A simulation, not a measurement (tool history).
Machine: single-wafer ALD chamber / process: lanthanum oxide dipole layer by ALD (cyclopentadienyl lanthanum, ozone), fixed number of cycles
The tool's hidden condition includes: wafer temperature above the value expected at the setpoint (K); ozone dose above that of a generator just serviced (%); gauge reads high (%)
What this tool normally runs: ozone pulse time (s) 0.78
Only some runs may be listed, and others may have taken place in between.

run,hour,ozone pulse time (s),wafers since the last listed run,hours since the last thermocouple change,hours since the last ozone generator service,hours since the showerhead was replaced,hours since the gauge calibration,"read-back reference wafer on the same gauge, thickness_nm",mean film thickness on the monitor wafer (Å)
1,0.0,0.78,0,1377.8,1117.3,5425.0,1053.2,0.405,4.62
2,25.3,0.78,461,1403.1,1142.6,5450.3,1078.5,0.403,4.62
3,94.2,0.78,1255,1472.0,1211.5,5519.2,1147.4,0.402,4.58
4,150.9,0.78,1033,1528.7,1268.2,5575.9,1204.1,0.402,4.65
# hour 211.5: ozone generator serviced
5,212.0,0.78,967,1589.8,0.5,5637.0,1265.2,0.401,4.63
6,233.2,0.78,386,1611.0,21.7,5658.2,1286.4,0.401,4.61
7,258.4,0.78,459,1636.2,46.9,5683.4,1311.6,0.401,4.63
8,301.7,0.95,789,1679.5,90.2,5726.7,1354.9,0.400,4.96
9,327.2,0.95,464,1705.0,115.7,5752.2,1380.4,0.401,5.01
10,351.4,0.95,441,1729.2,139.9,5776.4,1404.6,0.399,4.96
11,404.6,0.95,969,1782.4,193.1,5829.6,1457.8,0.398,4.99
# hour 435.3: showerhead replaced
12,462.1,0.78,902,1839.9,250.6,26.8,1515.3,0.398,4.52
13,520.8,0.63,1069,1898.6,309.3,85.5,1574.0,0.397,4.02
14,563.6,0.94,779,1941.4,352.1,128.3,1616.8,0.395,4.90
# hour 578.6: thermocouple changed; heater temperature recalibrated
# hour 611.5: gauge calibrated
15,625.8,0.78,987,47.2,414.3,190.5,14.3,0.410,4.70
16,689.2,0.49,1155,110.6,477.7,253.9,77.7,0.410,3.43
17,757.2,1.08,1239,178.6,545.7,321.9,145.7,0.410,5.31
18,798.1,0.78,745,219.5,586.6,362.8,186.6,0.409,4.72
19,860.9,0.68,1144,282.3,649.4,425.6,249.4,0.410,4.36
20,889.9,0.63,528,311.3,678.4,454.6,278.4,0.409,4.14
21,944.0,0.67,985,365.4,732.5,508.7,332.5,0.409,4.32
22,973.0,1.04,528,394.4,761.5,537.7,361.5,0.409,5.24
23,1030.0,0.90,1038,451.4,818.5,594.7,418.5,0.409,5.03
24,1072.4,0.91,772,493.8,860.9,637.1,460.9,0.408,4.99
25,1117.3,0.53,818,538.7,905.8,682.0,505.8,0.407,3.64
26,1183.7,0.62,1210,605.1,972.2,748.4,572.2,0.408,4.07
27,1209.8,0.88,475,631.2,998.3,774.5,598.3,0.407,4.96
28,1255.5,0.78,832,676.9,1044.0,820.2,644.0,0.407,4.65
29,1306.6,0.61,931,728.0,1095.1,871.3,695.1,0.407,4.08
# hour 1398.5: ozone generator serviced
30,1422.2,0.58,1960,843.6,23.7,986.9,810.7,0.407,3.91
31,1446.3,0.86,439,867.7,47.8,1011.0,834.8,0.405,4.92
32,1504.6,0.63,1062,926.0,106.1,1069.3,893.1,0.405,4.14
33,1546.6,0.60,765,968.0,148.1,1111.3,935.1,0.404,3.96
34,1712.0,1.03,3014,1133.4,313.5,1276.7,1100.5,0.402,5.15

Take each entry between the runs: how does the hidden state at the last listed run before it differ from the hidden state at the first listed run after it?
Between runs 4 and 5: ozone generator serviced (hour 211.5)
  gauge reads high (%): -1.73 -> -1.93
  difference, measured minus the result without the unlogged condition, mean film thickness on the monitor wafer (Å): -0.08 -> -0.09
Between runs 11 and 12: showerhead replaced (hour 435.3)
  gauge reads high (%): -2.62 -> -2.85
  difference, measured minus the result without the unlogged condition, mean film thickness on the monitor wafer (Å): -0.14 -> -0.13
Between runs 14 and 15: thermocouple changed; heater temperature recalibrated (hour 578.6); gauge calibrated (hour 611.5)
  gauge reads high (%): -3.26 -> 0.167
  difference, measured minus the result without the unlogged condition, mean film thickness on the monitor wafer (Å): -0.16 -> +0.01
Between runs 29 and 30: ozone generator serviced (hour 1398.5)
  gauge reads high (%): -0.467 -> -0.696
  difference, measured minus the result without the unlogged condition, mean film thickness on the monitor wafer (Å): -0.02 -> -0.03
